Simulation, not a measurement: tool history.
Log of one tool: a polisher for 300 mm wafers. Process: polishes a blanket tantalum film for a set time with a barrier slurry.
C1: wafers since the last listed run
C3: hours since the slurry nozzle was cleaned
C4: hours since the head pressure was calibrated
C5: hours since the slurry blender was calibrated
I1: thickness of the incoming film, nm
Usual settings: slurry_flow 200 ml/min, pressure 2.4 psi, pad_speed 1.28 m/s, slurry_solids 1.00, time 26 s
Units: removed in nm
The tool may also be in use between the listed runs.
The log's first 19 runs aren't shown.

At hour 1559.8: slurry nozzle cleaned.
Run 20, hour 1610.0: usual settings but slurry_flow 150 ml/min, pressure 3.1 psi, pad_speed 1.50 m/s, slurry_solids 1.10; C1 987; wafers polished on this pad 5774; C3 50.2; C4 298.6; C5 297.5; I1 191.0. Result: removed 66.6 nm.
At hour 1650.4: worn pad replaced by a new one.
Run 21, hour 1714.7: usual settings but slurry_solids 1.20; C1 1149; wafers polished on this pad 733; C3 154.9; C4 403.3; C5 402.2; I1 193.3. Result: removed 53.1 nm.
Run 22, hour 1819.8: usual settings; C1 1199; wafers polished on this pad 1933; C3 260.0; C4 508.4; C5 507.3; I1 190.9. Result: removed 51.6 nm.
Run 23, hour 1893.2: usual settings; C1 837; wafers polished on this pad 2771; C3 333.4; C4 581.8; C5 580.7; I1 191.8. Result: removed 48.5 nm.
At hour 1934.7: slurry blender recalibrated.
Run 24, hour 1940.6: usual settings but slurry_flow 150 ml/min, pad_speed 0.90 m/s; C1 518; wafers polished on this pad 3289; C3 380.8; C4 629.2; C5 5.9; I1 187.3. Result: removed 39.1 nm.
Run 25, hour 2073.4: usual settings; C1 1516; wafers polished on this pad 4806; C3 513.6; C4 762.0; C5 138.7; I1 190.1. Result: removed 51.3 nm.
Run 26, hour 2140.5: usual settings but slurry_solids 0.90; C1 766; wafers polished on this pad 5572; C3 580.7; C4 829.1; C5 205.8; I1 188.7. Result: removed 48.9 nm.
Run 27, hour 2194.2: usual settings; C1 613; wafers polished on this pad 6185; C3 634.4; C4 882.8; C5 259.5; I1 190.3. Result: removed 48.9 nm.
At hour 2212.1: worn pad replaced by a new one.
Run 28, hour 2254.5: usual settings but slurry_flow 155 ml/min; C1 642; wafers polished on this pad 483; C3 694.7; C4 943.1; C5 319.8; I1 187.7. Result: removed 44.5 nm.
At hour 2269.4: head pressure recalibrated.
Run 29, hour 2359.3: usual settings but pressure 2.8 psi, pad_speed 1.00 m/s, slurry_solids 1.15; C1 1173; wafers polished on this pad 1657; C3 799.5; C4 89.9; C5 424.6; I1 191.9. Result: removed 50.7 nm.
Run 30, hour 2402.5: usual settings but pad_speed 1.62 m/s, slurry_solids 0.80; C1 493; wafers polished on this pad 2150; C3 842.7; C4 133.1; C5 467.8; I1 188.2. Result: removed 58.1 nm.

4 ways to go on from here, each from the tool as it stands after run 30. What would each give?
Run A, hour 2402.9: usual settings but time 28 s; C1 4; wafers polished on this pad 2154; C3 843.1; C4 133.5; C5 468.2; I1 190.1. Result: removed ?.
Run B, hour 2402.9: usual settings but slurry_flow 165 ml/min, time 30 s; C1 4; wafers polished on this pad 2154; C3 843.1; C4 133.5; C5 468.2; I1 190.1. Result: removed ?.
Run C, hour 2402.9: usual settings but slurry_flow 140 ml/min, pressure 2.2 psi, pad_speed 1.06 m/s, slurry_solids 0.75; C1 4; wafers polished on this pad 2154; C3 843.1; C4 133.5; C5 468.2; I1 190.1. Result: removed ?.
Run D, hour 2402.9: usual settings but pressure 2.9 psi, pad_speed 1.58 m/s, slurry_solids 1.10; C1 4; wafers polished on this pad 2154; C3 843.1; C4 133.5; C5 468.2; I1 190.1. Result: removed ?.

run  removed
  A     55.7
  B     57.8
  C     37.4
  D     70.1
Without the tool's hidden state the same runs would have given:
run  removed
  A     60.7
  B     63.1
  C     41.3
  D     76.1

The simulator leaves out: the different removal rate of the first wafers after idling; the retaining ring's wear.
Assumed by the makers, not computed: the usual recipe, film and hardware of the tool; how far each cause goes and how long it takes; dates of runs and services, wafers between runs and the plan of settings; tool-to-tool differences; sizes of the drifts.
